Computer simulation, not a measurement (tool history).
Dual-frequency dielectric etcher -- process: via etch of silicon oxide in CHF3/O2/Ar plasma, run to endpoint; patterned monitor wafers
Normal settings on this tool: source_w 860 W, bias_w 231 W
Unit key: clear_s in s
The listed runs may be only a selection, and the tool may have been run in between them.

run   hour  source_w  bias_w  incoming incoming film thickness, nm  clear_s
  1    0.0       860     231                                 595.8    254.3
  2    7.1       860     231                                 595.0    256.6
  3   20.1      1020     231                                 594.0    234.0
  4   37.0      1020     231                                 586.7    235.5
  5   53.0      1020     231                                 598.5    241.8
  6   60.1       860     231                                 596.5    256.0
  7   69.0       860     231                                 595.4    256.1
  8  101.2       750     246                                 597.9    265.7
  9  101.6       760     187                                 592.9    288.3
 10  102.9       860     174                                 599.5    286.3
 11  155.4       860     231                                 596.4    257.6
 12  172.5       860     191                                 595.9    276.6
 13  188.0       860     251                                 596.1    246.4
 14  202.1       930     192                                 595.1    267.0

Taken out of this log: 4 entries between the listed runs. Where each belongs, and how the hidden state differs across it:
In the gap between runs 7 and 8: bias power generator calibrated (hour 79.1); upper electrode replaced (hour 94.4); wet clean of the chamber (hour 100.7)
  nothing in the hidden state changes from one run to the other
In the gap between runs 10 and 11: source power generator calibrated (hour 122.7)
  nothing in the hidden state changes from one run to the other
